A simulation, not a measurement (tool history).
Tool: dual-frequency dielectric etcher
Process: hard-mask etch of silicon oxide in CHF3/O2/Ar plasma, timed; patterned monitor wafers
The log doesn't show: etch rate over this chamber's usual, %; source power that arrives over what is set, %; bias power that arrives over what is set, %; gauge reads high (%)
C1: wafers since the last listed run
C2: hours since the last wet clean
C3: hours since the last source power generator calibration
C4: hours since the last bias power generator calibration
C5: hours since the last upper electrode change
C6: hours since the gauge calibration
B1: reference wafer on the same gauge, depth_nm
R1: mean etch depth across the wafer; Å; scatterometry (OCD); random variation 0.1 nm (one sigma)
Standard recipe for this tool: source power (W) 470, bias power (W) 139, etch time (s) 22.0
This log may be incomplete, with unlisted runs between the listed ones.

run 1 hour=0.0 | source_power_(W)=470 bias_power_(W)=139 etch_time_(s)=25.0 | C1=0 C2=430.9 C3=1292.3 C4=2971.1 C5=2985.4 C6=1988.3 | B1=41.90 | R1=407.4
-- hour=98.1 wet clean of the chamber
run 2 hour=98.6 | source_power_(W)=470 bias_power_(W)=139 etch_time_(s)=22.0 | C1=698 C2=0.5 C3=1390.9 C4=3069.7 C5=3084.0 C6=2086.9 | B1=41.86 | R1=356.5
run 3 hour=194.9 | source_power_(W)=470 bias_power_(W)=139 etch_time_(s)=22.0 | C1=901 C2=96.8 C3=1487.2 C4=3166.0 C5=3180.3 C6=2183.2 | B1=41.88 | R1=355.5
run 4 hour=292.8 | source_power_(W)=470 bias_power_(W)=139 etch_time_(s)=22.0 | C1=916 C2=194.7 C3=1585.1 C4=3263.9 C5=3278.2 C6=2281.1 | B1=41.91 | R1=357.6
run 5 hour=376.1 | source_power_(W)=470 bias_power_(W)=139 etch_time_(s)=22.0 | C1=779 C2=278.0 C3=1668.4 C4=3347.2 C5=3361.5 C6=2364.4 | B1=41.93 | R1=356.5
run 6 hour=449.0 | source_power_(W)=470 bias_power_(W)=139 etch_time_(s)=22.0 | C1=682 C2=350.9 C3=1741.3 C4=3420.1 C5=3434.4 C6=2437.3 | B1=41.84 | R1=360.0
run 7 hour=545.9 | source_power_(W)=440 bias_power_(W)=139 etch_time_(s)=22.0 | C1=906 C2=447.8 C3=1838.2 C4=3517.0 C5=3531.3 C6=2534.2 | B1=41.90 | R1=351.9
-- hour=601.3 wet clean of the chamber
run 8 hour=779.9 | source_power_(W)=440 bias_power_(W)=139 etch_time_(s)=22.0 | C1=1965 C2=178.6 C3=2072.2 C4=3751.0 C5=3765.3 C6=2768.2 | B1=41.90 | R1=349.2
run 9 hour=876.2 | source_power_(W)=470 bias_power_(W)=139 etch_time_(s)=22.0 | C1=901 C2=274.9 C3=2168.5 C4=3847.3 C5=3861.6 C6=2864.5 | B1=41.87 | R1=358.2
run 10 hour=923.3 | source_power_(W)=470 bias_power_(W)=139 etch_time_(s)=22.0 | C1=440 C2=322.0 C3=2215.6 C4=3894.4 C5=3908.7 C6=2911.6 | B1=41.91 | R1=358.7
-- hour=1035.2 bias power generator calibrated
-- hour=1084.1 gauge calibrated
run 11 hour=1169.2 | source_power_(W)=470 bias_power_(W)=139 etch_time_(s)=22.0 | C1=2263 C2=567.9 C3=2461.5 C4=134.0 C5=4154.6 C6=85.1 | B1=41.86 | R1=361.0
-- hour=1219.5 wet clean of the chamber
run 12 hour=1264.9 | source_power_(W)=470 bias_power_(W)=139 etch_time_(s)=22.0 | C1=670 C2=45.4 C3=2557.2 C4=229.7 C5=4250.3 C6=180.8 | B1=41.87 | R1=356.3
run 13 hour=1368.5 | source_power_(W)=560 bias_power_(W)=148 etch_time_(s)=22.0 | C1=969 C2=149.0 C3=2660.8 C4=333.3 C5=4353.9 C6=284.4 | B1=41.88 | R1=384.1
run 14 hour=1474.3 | source_power_(W)=470 bias_power_(W)=139 etch_time_(s)=17.5 | C1=990 C2=254.8 C3=2766.6 C4=439.1 C5=4459.7 C6=390.2 | B1=41.93 | R1=283.6
-- hour=1527.8 upper electrode replaced
run 15 hour=1573.6 | source_power_(W)=440 bias_power_(W)=150 etch_time_(s)=19.5 | C1=704 C2=354.1 C3=2865.9 C4=538.4 C5=45.8 C6=489.5 | B1=41.92 | R1=316.0
-- hour=1582.1 source power generator calibrated
run 16 hour=1679.4 | source_power_(W)=440 bias_power_(W)=150 etch_time_(s)=19.5 | C1=952 C2=459.9 C3=97.3 C4=644.2 C5=151.6 C6=595.3 | B1=41.95 | R1=321.0
-- hour=1745.0 wet clean of the chamber
run 17 hour=1748.8 | source_power_(W)=470 bias_power_(W)=139 etch_time_(s)=22.0 | C1=424 C2=3.8 C3=166.7 C4=713.6 C5=221.0 C6=664.7 | B1=41.87 | R1=361.7
run 18 hour=1804.7 | source_power_(W)=470 bias_power_(W)=139 etch_time_(s)=16.0 | C1=523 C2=59.7 C3=222.6 C4=769.5 C5=276.9 C6=720.6 | B1=41.92 | R1=261.9
run 19 hour=1843.8 | source_power_(W)=470 bias_power_(W)=173 etch_time_(s)=22.0 | C1=365 C2=98.8 C3=261.7 C4=808.6 C5=316.0 C6=759.7 | B1=41.87 | R1=379.3
run 20 hour=1916.4 | source_power_(W)=470 bias_power_(W)=123 etch_time_(s)=20.5 | C1=679 C2=171.4 C3=334.3 C4=881.2 C5=388.6 C6=832.3 | B1=41.89 | R1=326.5
run 21 hour=2005.0 | source_power_(W)=430 bias_power_(W)=139 etch_time_(s)=22.0 | C1=829 C2=260.0 C3=422.9 C4=969.8 C5=477.2 C6=920.9 | B1=41.93 | R1=349.6
run 22 hour=2082.3 | source_power_(W)=470 bias_power_(W)=114 etch_time_(s)=22.0 | C1=723 C2=337.3 C3=500.2 C4=1047.1 C5=554.5 C6=998.2 | B1=41.91 | R1=347.5
run 23 hour=2163.1 | source_power_(W)=470 bias_power_(W)=139 etch_time_(s)=22.0 | C1=756 C2=418.1 C3=581.0 C4=1127.9 C5=635.3 C6=1079.0 | B1=41.87 | R1=363.7
run 24 hour=2239.7 | source_power_(W)=470 bias_power_(W)=139 etch_time_(s)=22.0 | C1=716 C2=494.7 C3=657.6 C4=1204.5 C5=711.9 C6=1155.6 | B1=41.91 | R1=361.5
-- hour=2302.7 wet clean of the chamber
run 25 hour=2334.1 | source_power_(W)=400 bias_power_(W)=139 etch_time_(s)=22.0 | C1=658 C2=31.4 C3=752.0 C4=1298.9 C5=806.3 C6=1250.0 | B1=41.90 | R1=338.6
run 26 hour=2414.3 | source_power_(W)=470 bias_power_(W)=139 etch_time_(s)=22.0 | C1=750 C2=111.6 C3=832.2 C4=1379.1 C5=886.5 C6=1330.2 | B1=41.94 | R1=358.7
run 27 hour=2485.5 | source_power_(W)=470 bias_power_(W)=156 etch_time_(s)=16.5 | C1=666 C2=182.8 C3=903.4 C4=1450.3 C5=957.7 C6=1401.4 | B1=41.88 | R1=276.8
run 28 hour=2544.0 | source_power_(W)=530 bias_power_(W)=108 etch_time_(s)=22.0 | C1=547 C2=241.3 C3=961.9 C4=1508.8 C5=1016.2 C6=1459.9 | B1=41.89 | R1=353.9

Forecast each of these 5 alternatives for the next run:
run A hour=2544.4 | source_power_(W)=470 bias_power_(W)=122 etch_time_(s)=22.0 | C1=3 C2=241.7 C3=962.3 C4=1509.2 C5=1016.6 C6=1460.3 | B1=? | R1=?
run B hour=2544.4 | source_power_(W)=470 bias_power_(W)=139 etch_time_(s)=27.5 | C1=3 C2=241.7 C3=962.3 C4=1509.2 C5=1016.6 C6=1460.3 | B1=? | R1=?
run C hour=2544.4 | source_power_(W)=510 bias_power_(W)=173 etch_time_(s)=22.0 | C1=3 C2=241.7 C3=962.3 C4=1509.2 C5=1016.6 C6=1460.3 | B1=? | R1=?
run D hour=2544.4 | source_power_(W)=540 bias_power_(W)=109 etch_time_(s)=22.0 | C1=3 C2=241.7 C3=962.3 C4=1509.2 C5=1016.6 C6=1460.3 | B1=? | R1=?
run E hour=2544.4 | source_power_(W)=470 bias_power_(W)=129 etch_time_(s)=16.0 | C1=3 C2=241.7 C3=962.3 C4=1509.2 C5=1016.6 C6=1460.3 | B1=? | R1=?

run=A B1=41.92 R1=348.5
run=B B1=41.92 R1=448.0
run=C B1=41.92 R1=387.7
run=D B1=41.92 R1=357.8
run=E B1=41.92 R1=256.5
With the hidden condition removed and each run's random variation left untouched, the same runs would have given:
run=A R1=350.5
run=B R1=450.4
run=C R1=389.8
run=D R1=359.8
run=E R1=257.9
